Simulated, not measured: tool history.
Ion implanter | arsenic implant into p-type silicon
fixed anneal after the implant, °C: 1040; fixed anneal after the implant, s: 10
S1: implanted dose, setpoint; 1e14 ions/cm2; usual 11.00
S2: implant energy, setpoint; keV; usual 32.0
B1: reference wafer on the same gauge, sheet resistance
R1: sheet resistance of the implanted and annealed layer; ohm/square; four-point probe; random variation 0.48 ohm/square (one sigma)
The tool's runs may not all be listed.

Run 1, hour 0.0: usual settings but S1 13.46 1e14 ions/cm2; B1 119.80. Result: R1 95.64 ohm/square.
Run 2, hour 55.4: usual settings but S1 13.46 1e14 ions/cm2; B1 120.00. Result: R1 95.13 ohm/square.
Run 3, hour 160.1: usual settings but S1 13.46 1e14 ions/cm2; B1 119.92. Result: R1 96.43 ohm/square.
Run 4, hour 244.5: usual settings; B1 120.09. Result: R1 107.30 ohm/square.
Run 5, hour 286.0: usual settings; B1 120.09. Result: R1 107.61 ohm/square.
Run 6, hour 381.1: usual settings; B1 120.05. Result: R1 106.81 ohm/square.
Run 7, hour 481.8: usual settings; B1 119.90. Result: R1 108.64 ohm/square.
Run 8, hour 524.0: usual settings; B1 120.02. Result: R1 107.98 ohm/square.
At hour 614.8: gauge calibrated.
Run 9, hour 615.3: usual settings; B1 120.20. Result: R1 107.50 ohm/square.
At hour 625.6: Faraday cup replaced and dose calibrated.
Run 10, hour 682.6: usual settings; B1 120.01. Result: R1 104.70 ohm/square.
Run 11, hour 730.2: usual settings; B1 119.99. Result: R1 105.86 ohm/square.
Run 12, hour 787.7: usual settings but S1 9.51 1e14 ions/cm2; B1 119.88. Result: R1 115.33 ohm/square.
Run 13, hour 831.0: usual settings but S1 9.51 1e14 ions/cm2; B1 120.03. Result: R1 114.27 ohm/square.
Run 14, hour 892.2: usual settings but S1 11.94 1e14 ions/cm2, S2 41.0 keV; B1 119.98. Result: R1 94.60 ohm/square.
Run 15, hour 979.5: usual settings but S1 9.49 1e14 ions/cm2, S2 40.0 keV; B1 119.97. Result: R1 111.50 ohm/square.
Run 16, hour 1086.9: usual settings but S1 9.50 1e14 ions/cm2; B1 120.05. Result: R1 115.64 ohm/square.
Run 17, hour 1133.9: usual settings; B1 120.02. Result: R1 105.22 ohm/square.
Run 18, hour 1172.3: usual settings but S1 12.26 1e14 ions/cm2; B1 120.04. Result: R1 99.23 ohm/square.
At hour 1232.4: extraction supply calibrated.
Run 19, hour 1272.2: usual settings but S2 26.5 keV; B1 120.12. Result: R1 111.10 ohm/square.
Run 20, hour 1372.8: usual settings but S1 12.66 1e14 ions/cm2, S2 22.5 keV; B1 119.97. Result: R1 105.82 ohm/square.
Run 21, hour 1433.9: usual settings but S1 8.28 1e14 ions/cm2, S2 22.0 keV; B1 120.07. Result: R1 136.68 ohm/square.
Run 22, hour 1524.3: usual settings but S1 13.90 1e14 ions/cm2; B1 119.94. Result: R1 93.50 ohm/square.
Run 23, hour 1575.3: usual settings; B1 120.03. Result: R1 106.65 ohm/square.
Run 24, hour 1621.2: usual settings; B1 119.92. Result: R1 106.15 ohm/square.
Run 25, hour 1675.3: usual settings but S1 8.32 1e14 ions/cm2, S2 40.5 keV; B1 119.97. Result: R1 122.47 ohm/square.
Run 26, hour 1718.3: usual settings but S1 13.61 1e14 ions/cm2, S2 28.0 keV; B1 119.88. Result: R1 98.12 ohm/square.
Run 27, hour 1801.3: usual settings but S1 12.08 1e14 ions/cm2, S2 40.0 keV; B1 119.98. Result: R1 96.80 ohm/square.

Forecast each of these 3 alternatives for the next run:
Run A, hour 1801.7: usual settings; B1 ?. Result: R1 ?.
Run B, hour 1801.7: usual settings but S1 13.47 1e14 ions/cm2; B1 ?. Result: R1 ?.
Run C, hour 1801.7: usual settings but S1 13.50 1e14 ions/cm2; B1 ?. Result: R1 ?.

run      B1      R1
  A  120.00  105.37
  B  120.00   94.21
  C  120.00   94.10
Without the tool's hidden state the same runs would have given:
run      R1
  A  103.57
  B   92.87
  C   92.77
